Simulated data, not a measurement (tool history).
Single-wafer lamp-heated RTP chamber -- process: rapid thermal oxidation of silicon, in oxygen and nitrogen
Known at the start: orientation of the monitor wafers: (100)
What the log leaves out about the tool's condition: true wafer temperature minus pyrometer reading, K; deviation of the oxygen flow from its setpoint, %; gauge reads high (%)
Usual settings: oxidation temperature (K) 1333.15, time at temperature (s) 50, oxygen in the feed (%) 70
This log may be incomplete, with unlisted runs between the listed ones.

run    hour  oxidation temperature (K)  time at temperature (s)  oxygen in the feed (%)  wafers since the last listed run  wafers since the last pyrometer calibration  hours since the oxygen flow controller was replaced  hours since the gauge calibration  read-back reference wafer on the same gauge, thickness  oxide thickness on the monitor wafer (angstrom)
  1       0                    1317.15                       50                      78                                 0                                         2565                                               3646.2                              339.5                                                    7.32                                            73.73
  2    58.8                    1317.15                       50                      78                               309                                         2874                                                 3705                              398.3                                                   7.318                                            73.61
  3     121                    1333.15                       50                      70                               327                                         3201                                               3767.2                              460.5                                                   7.313                                            79.11
  4   208.6                    1333.15                       50                      70                               460                                         3662                                               3854.8                              548.1                                                   7.316                                            79.56
  5     316                    1333.15                       50                      70                               564                                         4227                                               3962.2                              655.5                                                   7.322                                            79.59
  6   382.1                    1333.15                       50                      70                               347                                         4575                                               4028.3                              721.6                                                   7.319                                            79.18
  7   456.2                    1333.15                       50                      70                               389                                         4965                                               4102.4                              795.7                                                    7.32                                            79.46
  8   661.8                    1333.15                       50                      70                              1081                                         6046                                                 4308                             1001.3                                                   7.317                                            79.78
  9   742.7                    1333.15                       50                      70                               425                                         6472                                               4388.9                             1082.2                                                   7.321                                            79.56
 10   836.9                    1319.15                       50                      70                               495                                         6967                                               4483.1                             1176.4                                                   7.322                                            72.69
 11   921.2                    1333.15                       42                      70                               443                                         7411                                               4567.4                             1260.7                                                   7.317                                             74.1
 12   963.4                    1333.15                       42                      70                               221                                         7633                                               4609.6                             1302.9                                                   7.317                                            74.21
      971.5  -- pyrometer window cleaned and pyrometer calibrated
 13    1003                    1333.15                       42                      70                               166                                          165                                               4649.2                             1342.5                                                   7.322                                            71.92
     1069.5  -- oxygen flow controller replaced
 14    1070                    1314.15                       72                      62                               310                                          476                                                  0.5                             1409.5                                                   7.319                                            77.22
 15  1171.4                    1358.15                       71                      98                               533                                         1009                                                101.9                             1510.9                                                   7.321                                           122.09
 16  1244.5                    1345.15                       43                      87                               384                                         1394                                                  175                               1584                                                   7.325                                            85.76
 17  1292.2                    1333.15                       50                      51                               250                                         1645                                                222.7                             1631.7                                                   7.316                                            70.36
 18  1372.1                    1333.15                       50                      70                               420                                         2065                                                302.6                             1711.6                                                   7.321                                            78.85
 19  1438.4                    1333.15                       50                      70                               348                                         2414                                                368.9                             1777.9                                                   7.322                                            78.68
     1459.4  -- gauge calibrated
 20  1484.3                    1359.15                       50                      70                               241                                         2655                                                414.8                               24.9                                                   7.324                                            93.46
 21  1574.4                    1333.15                       50                      70                               473                                         3129                                                504.9                                115                                                   7.322                                            79.04
 22  1671.8                    1333.15                       50                      70                               512                                         3642                                                602.3                              212.4                                                   7.324                                            79.09
 23  1724.6                    1333.15                       31                      49                               277                                         3919                                                655.1                              265.2                                                   7.319                                            57.07
 24  1821.3                    1356.15                       39                      48                               508                                         4428                                                751.8                              361.9                                                   7.317                                            72.88
 25  1861.5                    1310.15                       50                      86                               211                                         4640                                                  792                              402.1                                                   7.323                                            73.03
 26  1914.1                    1333.15                       50                      70                               276                                         4916                                                844.6                              454.7                                                   7.324                                            79.48
 27  2018.1                    1333.15                       50                      70                               547                                         5463                                                948.6                              558.7                                                   7.324                                             79.8

Each row is a separate what-if for the run after 27, all from the same tool condition, not one after another. Results?
  A  2018.6                    1341.15                       50                      70                                 2                                         5466                                                949.1                              559.2                                                       ?                                                ?
  B  2018.6                    1361.15                       50                      70                                 2                                         5466                                                949.1                              559.2                                                       ?                                                ?
  C  2018.6                    1333.15                       50                      60                                 2                                         5466                                                949.1                              559.2                                                       ?                                                ?
  D  2018.6                    1333.15                       33                      87                                 2                                         5466                                                949.1                              559.2                                                       ?                                                ?

run  read-back reference wafer on the same gauge, thickness  oxide thickness on the monitor wafer (angstrom)
  A                                                   7.321                                            84.18
  B                                                   7.321                                            95.87
  C                                                   7.321                                            75.58
  D                                                   7.321                                            71.96
With no hidden state in the tool, these same runs would have given:
run  oxide thickness on the monitor wafer (angstrom)
  A                                            82.16
  B                                            93.64
  C                                            73.75
  D                                            70.21
